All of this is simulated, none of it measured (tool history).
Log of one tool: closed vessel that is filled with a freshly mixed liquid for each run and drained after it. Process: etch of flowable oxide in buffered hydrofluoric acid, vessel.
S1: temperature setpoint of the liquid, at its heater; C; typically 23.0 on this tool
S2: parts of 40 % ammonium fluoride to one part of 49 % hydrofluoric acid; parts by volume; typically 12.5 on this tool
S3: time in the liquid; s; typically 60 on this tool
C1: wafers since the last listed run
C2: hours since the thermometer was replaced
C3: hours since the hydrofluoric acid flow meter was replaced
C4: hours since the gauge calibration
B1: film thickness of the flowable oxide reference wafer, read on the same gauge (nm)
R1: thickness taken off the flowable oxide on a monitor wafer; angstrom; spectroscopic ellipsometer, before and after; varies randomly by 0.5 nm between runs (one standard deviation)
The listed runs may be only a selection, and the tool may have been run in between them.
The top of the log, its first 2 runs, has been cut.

run    day    S1    S2  S3    C1      C2     C3     C4      B1      R1
     0.704  -- hydrofluoric acid flow meter replaced
  3  1.033  20.5  11.0  60  1172  1211.6    7.9  148.4  150.00  1188.4
  4  1.538  23.0  12.5  60  1117  1223.7   20.0  160.5  150.01  1203.2
  5  1.988  23.0  12.5  60   997  1234.5   30.8  171.3  150.01  1202.2
  6  2.517  23.0  12.5  60  1172  1247.2   43.5  184.0  150.02  1202.6
  7  2.808  25.0  12.5  85   646  1254.2   50.5  191.0  150.02  1884.3
  8  3.233  25.0  12.5  85   941  1264.4   60.7  201.2  149.94  1900.6
     3.504  -- thermometer replaced
  9  3.971  23.0  12.5  60  1542    11.2   78.4  218.9  150.01  1209.0
 10  4.388  23.0  12.5  60   923    21.2   88.4  228.9  150.02  1202.6
 11  5.079  19.0  12.5  60  1532    37.8  105.0  245.5  150.01   959.6
 12  5.700  23.0  12.5  60  1375    52.7  119.9  260.4  150.02  1203.8
 13  6.121  25.0  17.0  90   932    62.8  130.0  270.5  150.01  1489.7
 14  6.546  18.5  15.5  35   941    73.0  140.2  280.7  149.97   443.5
 15  6.988  23.0  17.0  90   978    83.6  150.8  291.3  149.97  1345.2
 16  7.475  23.0  12.5  60  1080    95.3  162.5  303.0  150.02  1206.9

Predict the results of run 17:
 17  8.071  23.0  10.0  60  1320  109.6  176.8  317.3   ?   ?

B1: 150.02
R1: 1499.9 angstrom
With no hidden state in the tool, this same run would have given R1 1481.9 angstrom.

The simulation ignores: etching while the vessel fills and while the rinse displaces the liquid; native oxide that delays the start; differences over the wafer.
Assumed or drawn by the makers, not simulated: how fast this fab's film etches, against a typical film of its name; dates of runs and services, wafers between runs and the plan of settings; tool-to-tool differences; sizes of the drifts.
